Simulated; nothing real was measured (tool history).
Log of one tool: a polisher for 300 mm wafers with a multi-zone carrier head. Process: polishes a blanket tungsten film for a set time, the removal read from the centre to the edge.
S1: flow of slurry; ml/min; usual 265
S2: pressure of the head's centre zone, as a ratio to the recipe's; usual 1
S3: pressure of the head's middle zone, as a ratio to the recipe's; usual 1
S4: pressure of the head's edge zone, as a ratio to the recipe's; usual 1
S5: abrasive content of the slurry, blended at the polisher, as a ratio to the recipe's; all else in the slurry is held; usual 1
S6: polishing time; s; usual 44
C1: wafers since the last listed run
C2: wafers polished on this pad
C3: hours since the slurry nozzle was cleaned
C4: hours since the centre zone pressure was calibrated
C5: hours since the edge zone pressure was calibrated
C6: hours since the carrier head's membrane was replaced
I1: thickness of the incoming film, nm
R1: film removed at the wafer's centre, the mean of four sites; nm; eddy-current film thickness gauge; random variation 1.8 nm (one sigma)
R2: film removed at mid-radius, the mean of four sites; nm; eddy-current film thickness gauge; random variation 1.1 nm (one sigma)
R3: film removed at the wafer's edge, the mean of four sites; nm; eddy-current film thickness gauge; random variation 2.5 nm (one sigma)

Run 1, hour 0: usual settings but S6 33 s; C1 0; C2 2938; C3 81.5; C4 412.8; C5 383; C6 428.1; I1 775.4. Result: R1 115 nm, R2 122.7 nm, R3 122.5 nm.
Run 2, hour 98.5: usual settings but S1 190 ml/min, S2 0.93, S3 1.07, S4 0.9; C1 696; C2 3634; C3 180; C4 511.3; C5 481.5; C6 526.6; I1 785.2. Result: R1 135.6 nm, R2 163.8 nm, R3 154.5 nm.
Run 3, hour 163.6: usual settings but S2 0.93, S3 0.91, S4 1.08, S6 36 s; C1 460; C2 4094; C3 245.1; C4 576.4; C5 546.6; C6 591.7; I1 778.6. Result: R1 113.2 nm, R2 123.4 nm, R3 143.4 nm.
Run 4, hour 217.4: usual settings but S5 1.25; C1 380; C2 4475; C3 298.9; C4 630.2; C5 600.4; C6 645.5; I1 772.6. Result: R1 154.1 nm, R2 170.3 nm, R3 169.6 nm.
At hour 271.8: worn pad replaced by a new one.
Run 5, hour 284.6: usual settings but S2 1.08, S4 1.06, S5 0.85; C1 446; C2 90; C3 366.1; C4 697.4; C5 667.6; C6 712.7; I1 775.5. Result: R1 148.3 nm, R2 154.5 nm, R3 162.3 nm.
At hour 416.4: centre zone pressure recalibrated.
Run 6, hour 601.9: usual settings but S1 355 ml/min, S4 1.06, S5 1.25, S6 39 s; C1 2228; C2 2319; C3 683.4; C4 185.5; C5 984.9; C6 1030; I1 782. Result: R1 150.8 nm, R2 151.5 nm, R3 159.9 nm.
At hour 665.4: slurry nozzle cleaned.
Run 7, hour 695.8: usual settings but S2 1.11; C1 656; C2 2976; C3 30.4; C4 279.4; C5 1078.8; C6 1123.9; I1 775. Result: R1 178.8 nm, R2 164.7 nm, R3 165.3 nm.
Run 8, hour 776.4: usual settings but S1 175 ml/min, S5 1.25, S6 40 s; C1 569; C2 3546; C3 111; C4 360; C5 1159.4; C6 1204.5; I1 782.2. Result: R1 141.6 nm, R2 152.4 nm, R3 156.1 nm.
Run 9, hour 844.4: usual settings but S1 350 ml/min, S2 1.08; C1 480; C2 4026; C3 179; C4 428; C5 1227.4; C6 1272.5; I1 780.2. Result: R1 169.3 nm, R2 166.8 nm, R3 165 nm.
At hour 874.3: carrier head's membrane replaced by a new one.
Run 10, hour 991.9: usual settings but S1 200 ml/min; C1 1007; C2 5033; C3 326.5; C4 575.5; C5 1374.9; C6 117.6; I1 793.3. Result: R1 142.7 nm, R2 156 nm, R3 163.4 nm.
Run 11, hour 1053.5: usual settings but S4 1.12, S5 1.1; C1 435; C2 5469; C3 388.1; C4 637.1; C5 1436.5; C6 179.2; I1 786.8. Result: R1 148.4 nm, R2 166 nm, R3 176.2 nm.
At hour 1083.2: worn pad replaced by a new one.
At hour 1085.3: edge zone pressure recalibrated.
At hour 1120.8: centre zone pressure recalibrated.
Run 12, hour 1133.7: usual settings; C1 510; C2 328; C3 468.3; C4 12.9; C5 48.4; C6 259.4; I1 767. Result: R1 156.4 nm, R2 161.3 nm, R3 162.8 nm.

Run 13 comes next. What will it give?
Run 13, hour 1223.6: usual settings; C1 635; C2 964; C3 558.2; C4 102.8; C5 138.3; C6 349.3; I1 769.2. Result: R1 ?, R2 ?, R3 ?.

Run 13 gave R1 158.7 nm, R2 160.3 nm, R3 165.7 nm.
Without the tool's hidden state the same run would have given R1 163.3 nm, R2 165 nm, R3 169.4 nm.
